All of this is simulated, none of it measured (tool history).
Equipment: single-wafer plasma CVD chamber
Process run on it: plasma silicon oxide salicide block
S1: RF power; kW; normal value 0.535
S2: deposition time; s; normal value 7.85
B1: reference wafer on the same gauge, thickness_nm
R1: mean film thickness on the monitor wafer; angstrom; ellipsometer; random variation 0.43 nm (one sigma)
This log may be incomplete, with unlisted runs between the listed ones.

run	hour	S1	S2	B1	R1
1	0	0.58	6.81	79.204	686.44
# hour 38.1: gauge calibrated
2	58.8	0.535	7.85	79.061	758.39
3	102.5	0.535	7.85	79.179	756.58
4	163.8	0.535	6.66	78.963	634.17
5	226	0.575	9.07	79.007	896.8
6	292.3	0.575	9.07	78.975	886.05
7	356	0.575	9.07	79.183	887.62
8	398.3	0.535	7.85	79.04	736.93
9	428.4	0.535	7.85	78.984	735.79
10	452.9	0.46	7.85	79.009	677.51
# hour 485: showerhead replaced
11	485.7	0.595	8.66	79.196	855.07
# hour 513.7: RF generator calibrated
12	529.9	0.595	8.66	79.031	887.61
13	555.3	0.43	8.95	79.175	775.84
14	589.1	0.535	6.47	79.071	630.45
15	616.4	0.565	8.74	79.194	876.75
16	787.2	0.485	7.85	79.192	723.58
# hour 812.5: gauge calibrated
17	951.9	0.535	7.85	78.989	758.62
18	1023.4	0.535	9.31	79.175	899.54
19	1077	0.535	7.85	78.94	765.79
20	1147.8	0.58	6.99	79.103	695.56
21	1177.2	0.43	8.85	79.069	756.48
22	1225.9	0.575	9.07	79.121	889.93
23	1258.5	0.495	7.29	79.268	670.68
24	1319.6	0.535	7.85	79.214	747.92

Consider 5 possible next runs. They are alternatives, not a sequence: every one starts from the tool as it was left by run 24. What does each give?
A	1320	0.535	7.85	?	?
B	1320	0.535	8.54	?	?
C	1320	0.57	6.71	?	?
D	1320	0.44	7.85	?	?
E	1320	0.43	9	?	?

run	B1	R1
A	79.216	750.03
B	79.216	815.96
C	79.216	661.72
D	79.216	673.38
E	79.216	761.32
What these runs would have given with no unlogged condition in the tool:
run	R1
A	768.81
B	836.39
C	678.29
D	690.24
E	780.38
